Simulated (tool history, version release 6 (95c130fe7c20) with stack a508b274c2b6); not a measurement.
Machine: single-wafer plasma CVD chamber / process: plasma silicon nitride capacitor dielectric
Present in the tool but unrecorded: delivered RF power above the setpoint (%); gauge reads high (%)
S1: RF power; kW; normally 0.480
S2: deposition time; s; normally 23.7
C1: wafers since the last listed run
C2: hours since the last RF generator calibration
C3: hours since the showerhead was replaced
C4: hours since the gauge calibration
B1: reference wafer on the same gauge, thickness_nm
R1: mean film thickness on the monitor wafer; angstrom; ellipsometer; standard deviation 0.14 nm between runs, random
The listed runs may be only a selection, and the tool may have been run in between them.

{"run": 1, "hour": 0.0, "S1": 0.48, "S2": 27.2, "C1": 0, "C2": 943.5, "C3": 2054.0, "C4": 138.6, "B1": 39.697, "R1": 395.88}
{"run": 2, "hour": 49.8, "S1": 0.48, "S2": 27.2, "C1": 1152, "C2": 993.3, "C3": 2103.8, "C4": 188.4, "B1": 39.708, "R1": 391.6}
{"run": 3, "hour": 117.2, "S1": 0.53, "S2": 20.0, "C1": 1560, "C2": 1060.7, "C3": 2171.2, "C4": 255.8, "B1": 39.728, "R1": 300.39}
{"run": 4, "hour": 185.6, "S1": 0.53, "S2": 20.0, "C1": 1583, "C2": 1129.1, "C3": 2239.6, "C4": 324.2, "B1": 39.726, "R1": 298.59}
{"run": 5, "hour": 225.0, "S1": 0.52, "S2": 23.7, "C1": 912, "C2": 1168.5, "C3": 2279.0, "C4": 363.6, "B1": 39.692, "R1": 352.01}
{"run": 6, "hour": 288.0, "S1": 0.52, "S2": 23.7, "C1": 1458, "C2": 1231.5, "C3": 2342.0, "C4": 426.6, "B1": 39.7, "R1": 352.75}
{"run": 7, "hour": 358.5, "S1": 0.48, "S2": 23.7, "C1": 1632, "C2": 1302.0, "C3": 2412.5, "C4": 497.1, "B1": 39.687, "R1": 344.29}
{"run": 8, "hour": 388.1, "S1": 0.48, "S2": 23.7, "C1": 685, "C2": 1331.6, "C3": 2442.1, "C4": 526.7, "B1": 39.653, "R1": 341.09}
{"run": 9, "hour": 446.6, "S1": 0.48, "S2": 23.7, "C1": 1354, "C2": 1390.1, "C3": 2500.6, "C4": 585.2, "B1": 39.677, "R1": 342.86}
{"run": 10, "hour": 497.4, "S1": 0.48, "S2": 23.7, "C1": 1176, "C2": 1440.9, "C3": 2551.4, "C4": 636.0, "B1": 39.736, "R1": 341.45}
{"run": 11, "hour": 559.0, "S1": 0.52, "S2": 20.0, "C1": 1426, "C2": 1502.5, "C3": 2613.0, "C4": 697.6, "B1": 39.665, "R1": 298.24}
{"run": 12, "hour": 604.3, "S1": 0.48, "S2": 23.7, "C1": 1048, "C2": 1547.8, "C3": 2658.3, "C4": 742.9, "B1": 39.642, "R1": 340.54}
{"hour": 626.8, "done": "showerhead replaced"}
{"hour": 643.3, "done": "RF generator calibrated"}
{"run": 13, "hour": 755.2, "S1": 0.515, "S2": 23.7, "C1": 3123, "C2": 111.9, "C3": 128.4, "C4": 893.8, "B1": 39.712, "R1": 359.13}
{"run": 14, "hour": 804.6, "S1": 0.54, "S2": 25.8, "C1": 1143, "C2": 161.3, "C3": 177.8, "C4": 943.2, "B1": 39.651, "R1": 401.46}
{"run": 15, "hour": 843.4, "S1": 0.55, "S2": 26.6, "C1": 898, "C2": 200.1, "C3": 216.6, "C4": 982.0, "B1": 39.753, "R1": 411.12}
{"run": 16, "hour": 881.1, "S1": 0.39, "S2": 25.3, "C1": 872, "C2": 237.8, "C3": 254.3, "C4": 1019.7, "B1": 39.658, "R1": 340.68}
{"run": 17, "hour": 908.5, "S1": 0.48, "S2": 23.7, "C1": 634, "C2": 265.2, "C3": 281.7, "C4": 1047.1, "B1": 39.674, "R1": 344.32}
{"run": 18, "hour": 936.2, "S1": 0.405, "S2": 28.1, "C1": 641, "C2": 292.9, "C3": 309.4, "C4": 1074.8, "B1": 39.739, "R1": 384.75}
{"hour": 1007.3, "done": "gauge calibrated"}
{"run": 19, "hour": 1074.8, "S1": 0.43, "S2": 20.2, "C1": 3208, "C2": 431.5, "C3": 448.0, "C4": 67.5, "B1": 39.705, "R1": 280.11}
{"run": 20, "hour": 1144.5, "S1": 0.425, "S2": 19.9, "C1": 1613, "C2": 501.2, "C3": 517.7, "C4": 137.2, "B1": 39.63, "R1": 274.8}
{"run": 21, "hour": 1187.4, "S1": 0.39, "S2": 27.9, "C1": 993, "C2": 544.1, "C3": 560.6, "C4": 180.1, "B1": 39.705, "R1": 370.01}
{"run": 22, "hour": 1244.7, "S1": 0.385, "S2": 26.3, "C1": 1326, "C2": 601.4, "C3": 617.9, "C4": 237.4, "B1": 39.697, "R1": 348.75}
{"run": 23, "hour": 1308.3, "S1": 0.57, "S2": 20.5, "C1": 1472, "C2": 665.0, "C3": 681.5, "C4": 301.0, "B1": 39.656, "R1": 317.12}
{"run": 24, "hour": 1334.0, "S1": 0.48, "S2": 23.7, "C1": 594, "C2": 690.7, "C3": 707.2, "C4": 326.7, "B1": 39.731, "R1": 343.17}
{"run": 25, "hour": 1399.0, "S1": 0.48, "S2": 26.6, "C1": 1504, "C2": 755.7, "C3": 772.2, "C4": 391.7, "B1": 39.686, "R1": 384.61}
{"run": 26, "hour": 1456.3, "S1": 0.48, "S2": 26.1, "C1": 1326, "C2": 813.0, "C3": 829.5, "C4": 449.0, "B1": 39.691, "R1": 376.0}

Forecast each of these 4 alternatives for the next run:
{"run": "A", "hour": 1456.7, "S1": 0.425, "S2": 23.7, "C1": 9, "C2": 813.4, "C3": 829.9, "C4": 449.4, "B1": "?", "R1": "?"}
{"run": "B", "hour": 1456.7, "S1": 0.43, "S2": 21.5, "C1": 9, "C2": 813.4, "C3": 829.9, "C4": 449.4, "B1": "?", "R1": "?"}
{"run": "C", "hour": 1456.7, "S1": 0.39, "S2": 20.7, "C1": 9, "C2": 813.4, "C3": 829.9, "C4": 449.4, "B1": "?", "R1": "?"}
{"run": "D", "hour": 1456.7, "S1": 0.42, "S2": 23.7, "C1": 9, "C2": 813.4, "C3": 829.9, "C4": 449.4, "B1": "?", "R1": "?"}

run=A B1=39.685 R1=327.53
run=B B1=39.685 R1=298.59
run=C B1=39.685 R1=275.68
run=D B1=39.685 R1=325.89
Stripped of hidden state, with their random variation kept, the same runs would have yielded:
run=A R1=338.14
run=B R1=308.27
run=C R1=284.62
run=D R1=336.45
